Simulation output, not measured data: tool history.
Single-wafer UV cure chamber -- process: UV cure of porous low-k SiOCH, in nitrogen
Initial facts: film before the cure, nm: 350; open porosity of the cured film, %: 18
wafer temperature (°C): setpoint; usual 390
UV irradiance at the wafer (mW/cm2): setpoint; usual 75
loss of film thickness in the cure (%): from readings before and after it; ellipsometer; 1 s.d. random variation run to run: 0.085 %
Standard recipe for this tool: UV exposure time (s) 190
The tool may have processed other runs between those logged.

| run | day | wafer temperature (°C) | UV exposure time (s) | UV irradiance at the wafer (mW/cm2) | wafers since the last listed run | hours since the UV bulbs were replaced | wafers since the quartz window was cleaned | loss of film thickness in the cure (%) |
|---|---|---|---|---|---|---|---|---|
| 1 | 0 | 390 | 135 | 84 | 0 | 1577.8 | 778 | 6.185 |
| 2 | 1.367 | 390 | 220 | 67 | 162 | 1610.6 | 941 | 7.004 |
| 3 | 1.904 | 390 | 220 | 67 | 63 | 1623.5 | 1004 | 7.044 |
|  | 2.412 | quartz window cleaned |
| 4 | 3.154 | 390 | 190 | 75 | 108 | 1653.5 | 87 | 7.085 |
| 5 | 4.275 | 390 | 190 | 75 | 132 | 1680.4 | 220 | 6.839 |
| 6 | 5.067 | 390 | 190 | 55 | 93 | 1699.4 | 314 | 5.719 |
| 7 | 6.038 | 390 | 190 | 55 | 115 | 1722.7 | 429 | 5.958 |
| 8 | 7.525 | 390 | 190 | 75 | 176 | 1758.4 | 606 | 6.9 |
| 9 | 8.888 | 390 | 190 | 75 | 161 | 1791.1 | 767 | 6.868 |
| 10 | 9.754 | 390 | 135 | 75 | 102 | 1811.9 | 870 | 5.716 |
| 11 | 10.412 | 390 | 135 | 75 | 78 | 1827.7 | 948 | 5.721 |
| 12 | 11.354 | 390 | 135 | 75 | 111 | 1850.3 | 1060 | 5.678 |
|  | 13.042 | UV bulbs replaced |
|  | 13.288 | quartz window cleaned |
| 13 | 13.308 | 390 | 105 | 113 | 162 | 6.4 | 2 | 7.539 |
| 14 | 16.767 | 390 | 190 | 75 | 410 | 89.4 | 412 | 8.103 |
| 15 | 17.271 | 401 | 280 | 40 | 59 | 101.5 | 472 | 7.221 |
| 16 | 18.3 | 390 | 190 | 75 | 122 | 126.2 | 594 | 8.078 |
| 17 | 19.571 | 390 | 190 | 75 | 150 | 156.7 | 744 | 8.05 |
| 18 | 20.662 | 371 | 225 | 48 | 129 | 182.9 | 874 | 6.712 |
| 19 | 21.967 | 402 | 125 | 109 | 154 | 214.2 | 1028 | 8.004 |
| 20 | 22.692 | 390 | 125 | 97 | 85 | 231.6 | 1114 | 7.438 |
|  | 23.592 | quartz window cleaned |
| 21 | 23.704 | 405 | 130 | 110 | 80 | 255.9 | 13 | 8.133 |
| 22 | 24.921 | 390 | 190 | 40 | 144 | 285.1 | 157 | 5.614 |
| 23 | 29.104 | 390 | 190 | 75 | 496 | 385.5 | 653 | 7.881 |
| 24 | 30.825 | 399 | 160 | 57 | 204 | 426.8 | 857 | 6.434 |
| 25 | 31.388 | 399 | 190 | 75 | 66 | 440.3 | 924 | 7.995 |

Alternative continuations, all from the tool just after run 25; predict every row:
| A | 31.408 | 390 | 190 | 75 | 2 | 440.8 | 926 | ? |
| B | 31.408 | 398 | 235 | 40 | 2 | 440.8 | 926 | ? |
| C | 31.408 | 390 | 150 | 88 | 2 | 440.8 | 926 | ? |

| run | loss of film thickness in the cure (%) |
|---|---|
| A | 7.918 |
| B | 6.5 |
| C | 7.63 |
Had the tool no hidden state, the same runs would have come out as:
| run | loss of film thickness in the cure (%) |
|---|---|
| A | 8.208 |
| B | 6.774 |
| C | 7.916 |

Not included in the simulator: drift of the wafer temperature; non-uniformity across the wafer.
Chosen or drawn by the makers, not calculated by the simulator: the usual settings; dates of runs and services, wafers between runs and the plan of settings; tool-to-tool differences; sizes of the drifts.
